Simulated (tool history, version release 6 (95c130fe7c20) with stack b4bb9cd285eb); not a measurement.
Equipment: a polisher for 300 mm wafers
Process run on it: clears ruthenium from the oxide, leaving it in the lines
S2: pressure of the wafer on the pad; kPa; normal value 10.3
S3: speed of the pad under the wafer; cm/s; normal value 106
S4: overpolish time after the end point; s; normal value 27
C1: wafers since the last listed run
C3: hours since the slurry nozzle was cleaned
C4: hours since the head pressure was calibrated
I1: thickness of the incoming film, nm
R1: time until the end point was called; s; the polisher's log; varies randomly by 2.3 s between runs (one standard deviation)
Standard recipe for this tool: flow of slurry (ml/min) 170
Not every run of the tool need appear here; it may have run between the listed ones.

{"run": 1, "hour": 0.0, "flow of slurry (ml/min)": 170, "S2": 10.3, "S3": 82, "S4": 27, "C1": 0, "wafers polished on this pad": 400, "C3": 159.5, "C4": 779.1, "I1": 109.9, "R1": 155.3}
{"run": 2, "hour": 36.5, "flow of slurry (ml/min)": 170, "S2": 10.3, "S3": 82, "S4": 27, "C1": 177, "wafers polished on this pad": 578, "C3": 196, "C4": 815.6, "I1": 112.4, "R1": 154.5}
{"run": 3, "hour": 105.2, "flow of slurry (ml/min)": 170, "S2": 10.3, "S3": 106, "S4": 27, "C1": 334, "wafers polished on this pad": 912, "C3": 264.7, "C4": 884.3, "I1": 111.1, "R1": 126.2}
{"hour": 135.7, "done": "head pressure recalibrated"}
{"run": 4, "hour": 142.9, "flow of slurry (ml/min)": 170, "S2": 10.3, "S3": 106, "S4": 27, "C1": 173, "wafers polished on this pad": 1086, "C3": 302.4, "C4": 7.2, "I1": 109.1, "R1": 121.2}
{"run": 5, "hour": 181.6, "flow of slurry (ml/min)": 185, "S2": 10.3, "S3": 96, "S4": 27, "C1": 188, "wafers polished on this pad": 1275, "C3": 341.1, "C4": 45.9, "I1": 110, "R1": 135.5}
{"run": 6, "hour": 219.6, "flow of slurry (ml/min)": 185, "S2": 10.3, "S3": 96, "S4": 27, "C1": 185, "wafers polished on this pad": 1460, "C3": 379.1, "C4": 83.9, "I1": 109.8, "R1": 135.9}
{"hour": 262.9, "done": "slurry nozzle cleaned"}
{"run": 7, "hour": 335.5, "flow of slurry (ml/min)": 185, "S2": 10.3, "S3": 96, "S4": 27, "C1": 559, "wafers polished on this pad": 2020, "C3": 72.6, "C4": 199.8, "I1": 109.6, "R1": 136.2}
{"hour": 384.2, "done": "worn pad replaced by a new one"}
{"run": 8, "hour": 391.3, "flow of slurry (ml/min)": 170, "S2": 10.3, "S3": 106, "S4": 27, "C1": 252, "wafers polished on this pad": 34, "C3": 128.4, "C4": 255.6, "I1": 110.9, "R1": 122.9}
{"run": 9, "hour": 422.4, "flow of slurry (ml/min)": 170, "S2": 10.3, "S3": 106, "S4": 27, "C1": 151, "wafers polished on this pad": 185, "C3": 159.5, "C4": 286.7, "I1": 109.1, "R1": 124.7}
{"run": 10, "hour": 488.4, "flow of slurry (ml/min)": 170, "S2": 10.3, "S3": 106, "S4": 27, "C1": 321, "wafers polished on this pad": 507, "C3": 225.5, "C4": 352.7, "I1": 110, "R1": 120.2}
{"run": 11, "hour": 627.1, "flow of slurry (ml/min)": 170, "S2": 11.7, "S3": 106, "S4": 27, "C1": 675, "wafers polished on this pad": 1183, "C3": 364.2, "C4": 491.4, "I1": 111.5, "R1": 116.6}
{"run": 12, "hour": 655.4, "flow of slurry (ml/min)": 170, "S2": 10.3, "S3": 94, "S4": 27, "C1": 137, "wafers polished on this pad": 1320, "C3": 392.5, "C4": 519.7, "I1": 110.3, "R1": 137.1}
{"hour": 689.2, "done": "slurry nozzle cleaned"}
{"run": 13, "hour": 693.9, "flow of slurry (ml/min)": 170, "S2": 10.3, "S3": 76, "S4": 27, "C1": 182, "wafers polished on this pad": 1503, "C3": 4.7, "C4": 558.2, "I1": 109, "R1": 164.6}
{"run": 14, "hour": 729.9, "flow of slurry (ml/min)": 170, "S2": 10.3, "S3": 106, "S4": 27, "C1": 175, "wafers polished on this pad": 1679, "C3": 40.7, "C4": 594.2, "I1": 109.9, "R1": 123.3}
{"run": 15, "hour": 778.2, "flow of slurry (ml/min)": 170, "S2": 10.3, "S3": 106, "S4": 27, "C1": 235, "wafers polished on this pad": 1914, "C3": 89, "C4": 642.5, "I1": 110.5, "R1": 127.8}
{"hour": 804.8, "done": "worn pad replaced by a new one"}
{"run": 16, "hour": 805.2, "flow of slurry (ml/min)": 170, "S2": 10.3, "S3": 82, "S4": 43, "C1": 112, "wafers polished on this pad": 1, "C3": 116, "C4": 669.5, "I1": 110, "R1": 156.8}
{"run": 17, "hour": 830.9, "flow of slurry (ml/min)": 170, "S2": 10.3, "S3": 106, "S4": 21, "C1": 125, "wafers polished on this pad": 126, "C3": 141.7, "C4": 695.2, "I1": 110.1, "R1": 123.2}
{"run": 18, "hour": 873.9, "flow of slurry (ml/min)": 170, "S2": 10.3, "S3": 106, "S4": 43, "C1": 209, "wafers polished on this pad": 336, "C3": 184.7, "C4": 738.2, "I1": 108.5, "R1": 125.6}
{"run": 19, "hour": 903.6, "flow of slurry (ml/min)": 145, "S2": 9, "S3": 106, "S4": 27, "C1": 144, "wafers polished on this pad": 481, "C3": 214.4, "C4": 767.9, "I1": 110.4, "R1": 140.1}
{"run": 20, "hour": 930.3, "flow of slurry (ml/min)": 170, "S2": 11.7, "S3": 88, "S4": 27, "C1": 130, "wafers polished on this pad": 611, "C3": 241.1, "C4": 794.6, "I1": 110.5, "R1": 140.4}
{"hour": 952.5, "done": "head pressure recalibrated"}
{"run": 21, "hour": 973.4, "flow of slurry (ml/min)": 170, "S2": 10.3, "S3": 106, "S4": 27, "C1": 200, "wafers polished on this pad": 811, "C3": 284.2, "C4": 20.9, "I1": 109, "R1": 123.9}
{"run": 22, "hour": 1000.2, "flow of slurry (ml/min)": 200, "S2": 8.3, "S3": 106, "S4": 36, "C1": 130, "wafers polished on this pad": 941, "C3": 311, "C4": 47.7, "I1": 110.4, "R1": 141.9}
{"run": 23, "hour": 1050.0, "flow of slurry (ml/min)": 195, "S2": 9, "S3": 86, "S4": 27, "C1": 242, "wafers polished on this pad": 1184, "C3": 360.8, "C4": 97.5, "I1": 111.2, "R1": 163.3}
{"run": 24, "hour": 1102.5, "flow of slurry (ml/min)": 170, "S2": 10.3, "S3": 106, "S4": 35, "C1": 255, "wafers polished on this pad": 1440, "C3": 413.3, "C4": 150, "I1": 109.3, "R1": 123.3}
{"run": 25, "hour": 1169.5, "flow of slurry (ml/min)": 170, "S2": 10.3, "S3": 134, "S4": 27, "C1": 326, "wafers polished on this pad": 1766, "C3": 480.3, "C4": 217, "I1": 108.5, "R1": 97.1}
{"hour": 1173.6, "done": "slurry nozzle cleaned"}
{"run": 26, "hour": 1202.0, "flow of slurry (ml/min)": 170, "S2": 9, "S3": 94, "S4": 39, "C1": 153, "wafers polished on this pad": 1920, "C3": 28.4, "C4": 249.5, "I1": 109, "R1": 149.2}
{"run": 27, "hour": 1258.6, "flow of slurry (ml/min)": 170, "S2": 10.3, "S3": 106, "S4": 27, "C1": 275, "wafers polished on this pad": 2195, "C3": 85, "C4": 306.1, "I1": 110.3, "R1": 126.3}
{"hour": 1265.1, "done": "worn pad replaced by a new one"}
{"run": 28, "hour": 1385.9, "flow of slurry (ml/min)": 230, "S2": 13.8, "S3": 118, "S4": 27, "C1": 600, "wafers polished on this pad": 588, "C3": 212.3, "C4": 433.4, "I1": 109.4, "R1": 89.6}
{"run": 29, "hour": 1438.7, "flow of slurry (ml/min)": 170, "S2": 9, "S3": 106, "S4": 27, "C1": 257, "wafers polished on this pad": 845, "C3": 265.1, "C4": 486.2, "I1": 111.8, "R1": 139.3}
{"run": 30, "hour": 1472.2, "flow of slurry (ml/min)": 205, "S2": 10.3, "S3": 106, "S4": 27, "C1": 163, "wafers polished on this pad": 1008, "C3": 298.6, "C4": 519.7, "I1": 112.5, "R1": 122}
{"run": 31, "hour": 1521.8, "flow of slurry (ml/min)": 170, "S2": 10.3, "S3": 106, "S4": 27, "C1": 241, "wafers polished on this pad": 1250, "C3": 348.2, "C4": 569.3, "I1": 109, "R1": 126.9}
{"run": 32, "hour": 1563.5, "flow of slurry (ml/min)": 230, "S2": 10.3, "S3": 106, "S4": 27, "C1": 203, "wafers polished on this pad": 1453, "C3": 389.9, "C4": 611, "I1": 109.9, "R1": 120}
{"hour": 1575.2, "done": "slurry nozzle cleaned"}
{"run": 33, "hour": 1632.7, "flow of slurry (ml/min)": 135, "S2": 13.1, "S3": 124, "S4": 11, "C1": 332, "wafers polished on this pad": 1785, "C3": 57.5, "C4": 680.2, "I1": 110.2, "R1": 98.7}
{"run": 34, "hour": 1685.4, "flow of slurry (ml/min)": 195, "S2": 9, "S3": 86, "S4": 27, "C1": 256, "wafers polished on this pad": 2042, "C3": 110.2, "C4": 732.9, "I1": 109.1, "R1": 160.8}
{"run": 35, "hour": 1749.3, "flow of slurry (ml/min)": 130, "S2": 6.9, "S3": 94, "S4": 43, "C1": 311, "wafers polished on this pad": 2353, "C3": 174.1, "C4": 796.8, "I1": 110.4, "R1": 182}
{"hour": 1780.0, "done": "worn pad replaced by a new one"}
{"run": 36, "hour": 1815.6, "flow of slurry (ml/min)": 170, "S2": 7.6, "S3": 130, "S4": 21, "C1": 303, "wafers polished on this pad": 173, "C3": 240.4, "C4": 863.1, "I1": 110.3, "R1": 121.9}

Across each entry between runs, compare the hidden state at the last listed run before it with the hidden state at the first listed run after it:
In the gap between runs 3 and 4: head pressure recalibrated (hour 135.7)
  nothing in the hidden state changes from one run to the other
In the gap between runs 6 and 7: slurry nozzle cleaned (hour 262.9)
  nothing in the hidden state changes from one run to the other
In the gap between runs 7 and 8: worn pad replaced by a new one (hour 384.2)
  nothing in the hidden state changes from one run to the other
In the gap between runs 12 and 13: slurry nozzle cleaned (hour 689.2)
  nothing in the hidden state changes from one run to the other
In the gap between runs 15 and 16: worn pad replaced by a new one (hour 804.8)
  nothing in the hidden state changes from one run to the other
In the gap between runs 20 and 21: head pressure recalibrated (hour 952.5)
  nothing in the hidden state changes from one run to the other
In the gap between runs 25 and 26: slurry nozzle cleaned (hour 1173.6)
  nothing in the hidden state changes from one run to the other
In the gap between runs 27 and 28: worn pad replaced by a new one (hour 1265.1)
  nothing in the hidden state changes from one run to the other
In the gap between runs 32 and 33: slurry nozzle cleaned (hour 1575.2)
  nothing in the hidden state changes from one run to the other
In the gap between runs 35 and 36: worn pad replaced by a new one (hour 1780)
  nothing in the hidden state changes from one run to the other

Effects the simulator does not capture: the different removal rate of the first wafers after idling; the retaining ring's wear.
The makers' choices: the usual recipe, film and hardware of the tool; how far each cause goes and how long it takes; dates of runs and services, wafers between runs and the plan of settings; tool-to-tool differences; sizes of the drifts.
